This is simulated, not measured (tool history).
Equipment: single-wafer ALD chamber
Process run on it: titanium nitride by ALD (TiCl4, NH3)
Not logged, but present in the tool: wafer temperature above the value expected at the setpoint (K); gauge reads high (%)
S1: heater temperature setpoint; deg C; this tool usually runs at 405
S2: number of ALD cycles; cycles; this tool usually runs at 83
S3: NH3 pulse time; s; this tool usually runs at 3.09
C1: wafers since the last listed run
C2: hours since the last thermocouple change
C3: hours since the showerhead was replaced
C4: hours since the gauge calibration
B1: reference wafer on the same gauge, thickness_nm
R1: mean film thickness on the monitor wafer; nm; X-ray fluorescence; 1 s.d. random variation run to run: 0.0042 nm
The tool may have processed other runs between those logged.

{"run": 1, "hour": 0.0, "S1": 405, "S2": 83, "S3": 3.09, "C1": 0, "C2": 1847.2, "C3": 4154.4, "C4": 696.9, "B1": 1.874, "R1": 1.712}
{"run": 2, "hour": 50.3, "S1": 409, "S2": 83, "S3": 3.09, "C1": 120, "C2": 1897.5, "C3": 4204.7, "C4": 747.2, "B1": 1.873, "R1": 1.71}
{"run": 3, "hour": 128.6, "S1": 409, "S2": 83, "S3": 3.09, "C1": 187, "C2": 1975.8, "C3": 4283, "C4": 825.5, "B1": 1.877, "R1": 1.711}
{"run": 4, "hour": 181.5, "S1": 405, "S2": 83, "S3": 3.51, "C1": 126, "C2": 2028.7, "C3": 4335.9, "C4": 878.4, "B1": 1.876, "R1": 1.719}
{"run": 5, "hour": 272.0, "S1": 405, "S2": 83, "S3": 3.51, "C1": 216, "C2": 2119.2, "C3": 4426.4, "C4": 968.9, "B1": 1.878, "R1": 1.731}
{"run": 6, "hour": 371.1, "S1": 405, "S2": 83, "S3": 2.35, "C1": 236, "C2": 2218.3, "C3": 4525.5, "C4": 1068, "B1": 1.881, "R1": 1.699}
{"hour": 441.0, "done": "thermocouple changed; heater temperature recalibrated"}
{"run": 7, "hour": 466.2, "S1": 405, "S2": 83, "S3": 2.35, "C1": 208, "C2": 25.2, "C3": 4620.6, "C4": 1163.1, "B1": 1.882, "R1": 1.68}
{"hour": 543.7, "done": "showerhead replaced"}
{"run": 8, "hour": 574.2, "S1": 405, "S2": 83, "S3": 4.32, "C1": 238, "C2": 133.2, "C3": 30.5, "C4": 1271.1, "B1": 1.885, "R1": 1.745}
{"hour": 607.1, "done": "gauge calibrated"}
{"run": 9, "hour": 621.4, "S1": 416, "S2": 92, "S3": 4.08, "C1": 112, "C2": 180.4, "C3": 77.7, "C4": 14.3, "B1": 1.864, "R1": 1.895}
{"run": 10, "hour": 675.9, "S1": 410, "S2": 83, "S3": 3.09, "C1": 130, "C2": 234.9, "C3": 132.2, "C4": 68.8, "B1": 1.864, "R1": 1.696}
{"run": 11, "hour": 739.7, "S1": 405, "S2": 83, "S3": 2.35, "C1": 152, "C2": 298.7, "C3": 196, "C4": 132.6, "B1": 1.865, "R1": 1.675}
{"run": 12, "hour": 790.9, "S1": 414, "S2": 94, "S3": 3.77, "C1": 122, "C2": 349.9, "C3": 247.2, "C4": 183.8, "B1": 1.868, "R1": 1.95}
{"run": 13, "hour": 886.7, "S1": 409, "S2": 97, "S3": 3.09, "C1": 228, "C2": 445.7, "C3": 343, "C4": 279.6, "B1": 1.869, "R1": 1.998}
{"run": 14, "hour": 992.8, "S1": 405, "S2": 83, "S3": 2.35, "C1": 253, "C2": 551.8, "C3": 449.1, "C4": 385.7, "B1": 1.873, "R1": 1.679}

For each run, the measured value with the value that run would have given without the tool's hidden condition subtracted. The run-to-run variation is shared by both, the gauge scatter possibly not:
run=1 R1=+0.011
run=2 R1=+0.012
run=3 R1=+0.014
run=4 R1=+0.015
run=5 R1=+0.018
run=6 R1=+0.019
run=7 R1=+0.021
run=8 R1=+0.025
run=9 R1=+0.002
run=10 R1=+0.004
run=11 R1=+0.005
run=12 R1=+0.007
run=13 R1=+0.01
run=14 R1=+0.011

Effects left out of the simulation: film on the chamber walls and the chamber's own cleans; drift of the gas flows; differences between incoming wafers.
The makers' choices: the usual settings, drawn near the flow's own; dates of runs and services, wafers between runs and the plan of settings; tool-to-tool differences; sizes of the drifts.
